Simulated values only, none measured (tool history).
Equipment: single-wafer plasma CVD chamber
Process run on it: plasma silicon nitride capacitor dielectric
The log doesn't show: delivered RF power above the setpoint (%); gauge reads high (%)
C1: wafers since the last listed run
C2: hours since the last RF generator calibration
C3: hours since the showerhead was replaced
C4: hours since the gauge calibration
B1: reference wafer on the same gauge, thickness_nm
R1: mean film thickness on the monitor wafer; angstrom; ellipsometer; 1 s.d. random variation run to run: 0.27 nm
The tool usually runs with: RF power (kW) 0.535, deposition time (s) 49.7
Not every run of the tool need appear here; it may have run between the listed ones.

{"run": 1, "hour": 0.0, "RF power (kW)": 0.535, "deposition time (s)": 49.7, "C1": 0, "C2": 1538.2, "C3": 5101.2, "C4": 294.0, "B1": 66.474, "R1": 700.12}
{"run": 2, "hour": 26.7, "RF power (kW)": 0.535, "deposition time (s)": 49.7, "C1": 416, "C2": 1564.9, "C3": 5127.9, "C4": 320.7, "B1": 66.532, "R1": 701.06}
{"run": 3, "hour": 52.7, "RF power (kW)": 0.575, "deposition time (s)": 49.7, "C1": 405, "C2": 1590.9, "C3": 5153.9, "C4": 346.7, "B1": 66.627, "R1": 723.25}
{"run": 4, "hour": 105.0, "RF power (kW)": 0.575, "deposition time (s)": 49.7, "C1": 815, "C2": 1643.2, "C3": 5206.2, "C4": 399.0, "B1": 66.856, "R1": 725.94}
{"run": 5, "hour": 154.7, "RF power (kW)": 0.575, "deposition time (s)": 49.7, "C1": 774, "C2": 1692.9, "C3": 5255.9, "C4": 448.7, "B1": 66.968, "R1": 726.71}
{"run": 6, "hour": 187.3, "RF power (kW)": 0.535, "deposition time (s)": 49.7, "C1": 508, "C2": 1725.5, "C3": 5288.5, "C4": 481.3, "B1": 67.137, "R1": 709.34}
{"run": 7, "hour": 221.5, "RF power (kW)": 0.535, "deposition time (s)": 49.7, "C1": 533, "C2": 1759.7, "C3": 5322.7, "C4": 515.5, "B1": 67.309, "R1": 713.37}
{"hour": 288.8, "done": "showerhead replaced"}
{"run": 8, "hour": 291.4, "RF power (kW)": 0.535, "deposition time (s)": 49.7, "C1": 965, "C2": 1829.6, "C3": 2.6, "C4": 585.4, "B1": 67.535, "R1": 710.59}
{"run": 9, "hour": 320.1, "RF power (kW)": 0.535, "deposition time (s)": 49.7, "C1": 447, "C2": 1858.3, "C3": 31.3, "C4": 614.1, "B1": 67.712, "R1": 713.49}
{"hour": 331.7, "done": "gauge calibrated"}
{"hour": 365.2, "done": "RF generator calibrated"}
{"run": 10, "hour": 375.6, "RF power (kW)": 0.535, "deposition time (s)": 46.8, "C1": 740, "C2": 10.4, "C3": 86.8, "C4": 43.9, "B1": 66.437, "R1": 660.88}
{"run": 11, "hour": 444.5, "RF power (kW)": 0.495, "deposition time (s)": 43.0, "C1": 1074, "C2": 79.3, "C3": 155.7, "C4": 112.8, "B1": 66.587, "R1": 589.8}
{"run": 12, "hour": 531.3, "RF power (kW)": 0.535, "deposition time (s)": 49.7, "C1": 1353, "C2": 166.1, "C3": 242.5, "C4": 199.6, "B1": 66.673, "R1": 705.29}
{"run": 13, "hour": 563.3, "RF power (kW)": 0.625, "deposition time (s)": 57.6, "C1": 498, "C2": 198.1, "C3": 274.5, "C4": 231.6, "B1": 66.77, "R1": 868.99}
{"run": 14, "hour": 601.5, "RF power (kW)": 0.47, "deposition time (s)": 46.7, "C1": 595, "C2": 236.3, "C3": 312.7, "C4": 269.8, "B1": 66.858, "R1": 624.35}
{"run": 15, "hour": 653.7, "RF power (kW)": 0.625, "deposition time (s)": 54.5, "C1": 813, "C2": 288.5, "C3": 364.9, "C4": 322.0, "B1": 66.874, "R1": 825.5}
{"run": 16, "hour": 682.0, "RF power (kW)": 0.535, "deposition time (s)": 49.7, "C1": 441, "C2": 316.8, "C3": 393.2, "C4": 350.3, "B1": 67.075, "R1": 704.93}
{"run": 17, "hour": 708.3, "RF power (kW)": 0.535, "deposition time (s)": 49.7, "C1": 410, "C2": 343.1, "C3": 419.5, "C4": 376.6, "B1": 67.06, "R1": 707.42}
{"run": 18, "hour": 755.2, "RF power (kW)": 0.535, "deposition time (s)": 49.7, "C1": 731, "C2": 390.0, "C3": 466.4, "C4": 423.5, "B1": 67.215, "R1": 712.52}
{"run": 19, "hour": 815.1, "RF power (kW)": 0.475, "deposition time (s)": 56.2, "C1": 933, "C2": 449.9, "C3": 526.3, "C4": 483.4, "B1": 67.482, "R1": 760.61}
{"run": 20, "hour": 879.8, "RF power (kW)": 0.565, "deposition time (s)": 44.8, "C1": 1008, "C2": 514.6, "C3": 591.0, "C4": 548.1, "B1": 67.799, "R1": 656.75}
{"run": 21, "hour": 907.2, "RF power (kW)": 0.505, "deposition time (s)": 58.5, "C1": 427, "C2": 542.0, "C3": 618.4, "C4": 575.5, "B1": 67.887, "R1": 818.28}

What the log doesn't show, run by run:
delivered RF power above the setpoint (%): 0 on each run
H1: gauge reads high (%)
run=1 H1=0.302
run=2 H1=0.407
run=3 H1=0.518
run=4 H1=0.767
run=5 H1=1.04
run=6 H1=1.23
run=7 H1=1.45
run=8 H1=1.94
run=9 H1=2.16
run=10 H1=0.341
run=11 H1=0.41
run=12 H1=0.584
run=13 H1=0.672
run=14 H1=0.794
run=15 H1=0.991
run=16 H1=1.11
run=17 H1=1.23
run=18 H1=1.47
run=19 H1=1.82
run=20 H1=2.25
run=21 H1=2.44
